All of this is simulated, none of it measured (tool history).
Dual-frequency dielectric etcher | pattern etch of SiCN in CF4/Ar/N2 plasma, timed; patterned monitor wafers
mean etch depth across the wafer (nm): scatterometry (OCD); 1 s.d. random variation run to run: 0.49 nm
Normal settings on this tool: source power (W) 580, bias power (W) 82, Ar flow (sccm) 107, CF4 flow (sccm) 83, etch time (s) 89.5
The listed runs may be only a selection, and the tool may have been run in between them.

run    hour  source power (W)  bias power (W)  Ar flow (sccm)  CF4 flow (sccm)  etch time (s)  wafers since the last listed run  hours since the last wet clean  hours since the last source power generator calibration  hours since the last bias power generator calibration  hours since the last Ar flow controller change  hours since the last CF4 flow controller change  hours since the last upper electrode change  hours since the gauge calibration  read-back reference wafer on the same gauge, depth_nm  mean etch depth across the wafer (nm)
  1     0.0               580              65             107               99           89.5                                 0                           542.1                                                   1989.3                                                  574.0                                          5503.8                                           2713.7                                        684.1                              223.3                                                  115.9                                   96.7
  2    97.2               580              94              84               93          100.5                              1247                           639.3                                                   2086.5                                                  671.2                                          5601.0                                           2810.9                                        781.3                              320.5                                                  115.9                                  124.4
  3   187.5               580              82             107               76           89.5                              1159                           729.6                                                   2176.8                                                  761.5                                          5691.3                                           2901.2                                        871.6                              410.8                                                  116.0                                  100.7
      221.6  -- source power generator calibrated
      230.2  -- wet clean of the chamber
  4   245.4               520             101             107               76           89.5                               582                            15.2                                                     23.8                                                  819.4                                          5749.2                                           2959.1                                        929.5                              468.7                                                  116.3                                   96.8
  5   352.4               500              82             107               83          116.0                              1373                           122.2                                                    130.8                                                  926.4                                          5856.2                                           3066.1                                       1036.5                              575.7                                                  116.6                                  113.3
      390.2  -- CF4 flow controller replaced
  6   414.9               630              89             107               73           72.0                               725                           184.7                                                    193.3                                                  988.9                                          5918.7                                             24.7                                       1099.0                              638.2                                                  116.7                                   89.8
  7   460.0               580              82             107               83           89.5                               578                           229.8                                                    238.4                                                 1034.0                                          5963.8                                             69.8                                       1144.1                              683.3                                                  116.7                                  102.0
  8   506.1               580              67              88               93           63.5                               591                           275.9                                                    284.5                                                 1080.1                                          6009.9                                            115.9                                       1190.2                              729.4                                                  116.7                                   71.2
      521.4  -- Ar flow controller replaced
  9   612.5               460              82             107               83           97.0                              1288                           382.3                                                    390.9                                                 1186.5                                            91.1                                            222.3                                       1296.6                              835.8                                                  117.0                                   86.7
 10   677.1               580              82             107               68           89.5                               829                           446.9                                                    455.5                                                 1251.1                                           155.7                                            286.9                                       1361.2                              900.4                                                  117.3                                   99.8
 11   784.9               580              82             100               83           82.5                              1383                           554.7                                                    563.3                                                 1358.9                                           263.5                                            394.7                                       1469.0                             1008.2                                                  117.2                                   95.7
 12   830.3               580              65             107               83           89.5                               582                           600.1                                                    608.7                                                 1404.3                                           308.9                                            440.1                                       1514.4                             1053.6                                                  117.6                                   96.3
 13   911.0               580              64             107               75           89.5                              1036                           680.8                                                    689.4                                                 1485.0                                           389.6                                            520.8                                       1595.1                             1134.3                                                  117.6                                   94.6
     1027.5  -- wet clean of the chamber
 14  1028.0               580              66             107               83           75.0                              1193                             0.5                                                    806.4                                                 1602.0                                           506.6                                            637.8                                       1712.1                             1251.3                                                  117.7                                   80.0
 15  1081.3               580              82             107               83           89.5                               684                            53.8                                                    859.7                                                 1655.3                                           559.9                                            691.1                                       1765.4                             1304.6                                                  117.9                                  104.1
 16  1161.9               640              82             107              100           66.5                              1034                           134.4                                                    940.3                                                 1735.9                                           640.5                                            771.7                                       1846.0                             1385.2                                                  118.1                                   86.6
 17  1201.9               580              66             107               91           89.5                               513                           174.4                                                    980.3                                                 1775.9                                           680.5                                            811.7                                       1886.0                             1425.2                                                  118.2                                   97.8
 18  1271.5               580              82             107               83           89.5                               893                           244.0                                                   1049.9                                                 1845.5                                           750.1                                            881.3                                       1955.6                             1494.8                                                  118.2                                  103.7
 19  1338.8               580              82             107               83           89.5                               863                           311.3                                                   1117.2                                                 1912.8                                           817.4                                            948.6                                       2022.9                             1562.1                                                  118.4                                  104.7
 20  1407.2               580              82              93               83           66.0                               878                           379.7                                                   1185.6                                                 1981.2                                           885.8                                           1017.0                                       2091.3                             1630.5                                                  118.4                                   78.1

State the hidden condition of the tool at each of the runs:
etch rate over this chamber's usual, %: 0 at every run
source power that arrives over what is set, %: 0 at every run
bias power that arrives over what is set, %: 0 at every run
Ar flow that arrives over what is set, %: 0 at every run
CF4 flow that arrives over what is set, %: 0 at every run
H1: gauge reads high (%)
run      H1
  1  -0.122
  2  0.0366
  3   0.184
  4   0.278
  5   0.452
  6   0.554
  7   0.628
  8   0.703
  9   0.876
 10   0.981
 11    1.16
 12    1.23
 13    1.36
 14    1.55
 15    1.64
 16    1.77
 17    1.84
 18    1.95
 19    2.06
 20    2.17
